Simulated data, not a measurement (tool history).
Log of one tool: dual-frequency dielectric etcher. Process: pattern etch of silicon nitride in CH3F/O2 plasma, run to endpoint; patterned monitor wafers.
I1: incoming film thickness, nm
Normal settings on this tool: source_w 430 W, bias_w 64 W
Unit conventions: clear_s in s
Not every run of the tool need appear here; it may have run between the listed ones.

{"run": 1, "hour": 0.0, "source_w": 370, "bias_w": 64, "I1": 68.0, "clear_s": 87.4}
{"run": 2, "hour": 6.1, "source_w": 370, "bias_w": 64, "I1": 67.6, "clear_s": 88.1}
{"run": 3, "hour": 14.5, "source_w": 370, "bias_w": 64, "I1": 68.3, "clear_s": 88.2}
{"run": 4, "hour": 34.9, "source_w": 350, "bias_w": 64, "I1": 68.2, "clear_s": 88.4}
{"run": 5, "hour": 52.2, "source_w": 350, "bias_w": 64, "I1": 67.9, "clear_s": 88.6}
{"run": 6, "hour": 70.0, "source_w": 350, "bias_w": 64, "I1": 68.3, "clear_s": 90.2}
{"hour": 85.7, "done": "source power generator calibrated"}
{"run": 7, "hour": 86.2, "source_w": 480, "bias_w": 73, "I1": 67.7, "clear_s": 80.8}
{"run": 8, "hour": 101.6, "source_w": 480, "bias_w": 73, "I1": 67.5, "clear_s": 80.8}
{"run": 9, "hour": 117.7, "source_w": 470, "bias_w": 64, "I1": 67.2, "clear_s": 83.2}
{"hour": 154.3, "done": "wet clean of the chamber"}
{"hour": 158.6, "done": "upper electrode replaced"}
{"run": 10, "hour": 159.1, "source_w": 470, "bias_w": 64, "I1": 68.0, "clear_s": 81.5}
{"run": 11, "hour": 159.5, "source_w": 340, "bias_w": 69, "I1": 67.8, "clear_s": 84.1}
{"run": 12, "hour": 171.1, "source_w": 350, "bias_w": 64, "I1": 67.8, "clear_s": 85.2}
{"hour": 183.8, "done": "bias power generator calibrated"}
{"run": 13, "hour": 184.9, "source_w": 460, "bias_w": 54, "I1": 67.7, "clear_s": 84.6}
{"run": 14, "hour": 191.8, "source_w": 430, "bias_w": 64, "I1": 68.0, "clear_s": 82.6}
{"run": 15, "hour": 204.3, "source_w": 430, "bias_w": 64, "I1": 67.5, "clear_s": 82.4}
{"run": 16, "hour": 211.6, "source_w": 520, "bias_w": 64, "I1": 67.5, "clear_s": 78.8}
{"run": 17, "hour": 225.5, "source_w": 460, "bias_w": 52, "I1": 67.1, "clear_s": 85.0}
{"run": 18, "hour": 232.2, "source_w": 330, "bias_w": 74, "I1": 68.2, "clear_s": 83.8}
{"run": 19, "hour": 240.3, "source_w": 470, "bias_w": 55, "I1": 68.0, "clear_s": 85.3}
{"run": 20, "hour": 250.9, "source_w": 430, "bias_w": 64, "I1": 68.3, "clear_s": 83.4}
{"run": 21, "hour": 258.6, "source_w": 490, "bias_w": 54, "I1": 67.4, "clear_s": 84.4}
{"run": 22, "hour": 270.5, "source_w": 430, "bias_w": 77, "I1": 67.9, "clear_s": 79.0}

Predict each of these 3 candidate next runs independently; none follows another, all start after run 22:
{"run": "A", "hour": 271.0, "source_w": 430, "bias_w": 64, "I1": 68.1, "clear_s": "?"}
{"run": "B", "hour": 271.0, "source_w": 430, "bias_w": 58, "I1": 68.1, "clear_s": "?"}
{"run": "C", "hour": 271.0, "source_w": 330, "bias_w": 64, "I1": 68.1, "clear_s": "?"}

run=A clear_s=82.9
run=B clear_s=85.1
run=C clear_s=86.9
Take away the tool's hidden state, keep each run's random variation, and the runs would have read:
run=A clear_s=81.7
run=B clear_s=83.9
run=C clear_s=85.7

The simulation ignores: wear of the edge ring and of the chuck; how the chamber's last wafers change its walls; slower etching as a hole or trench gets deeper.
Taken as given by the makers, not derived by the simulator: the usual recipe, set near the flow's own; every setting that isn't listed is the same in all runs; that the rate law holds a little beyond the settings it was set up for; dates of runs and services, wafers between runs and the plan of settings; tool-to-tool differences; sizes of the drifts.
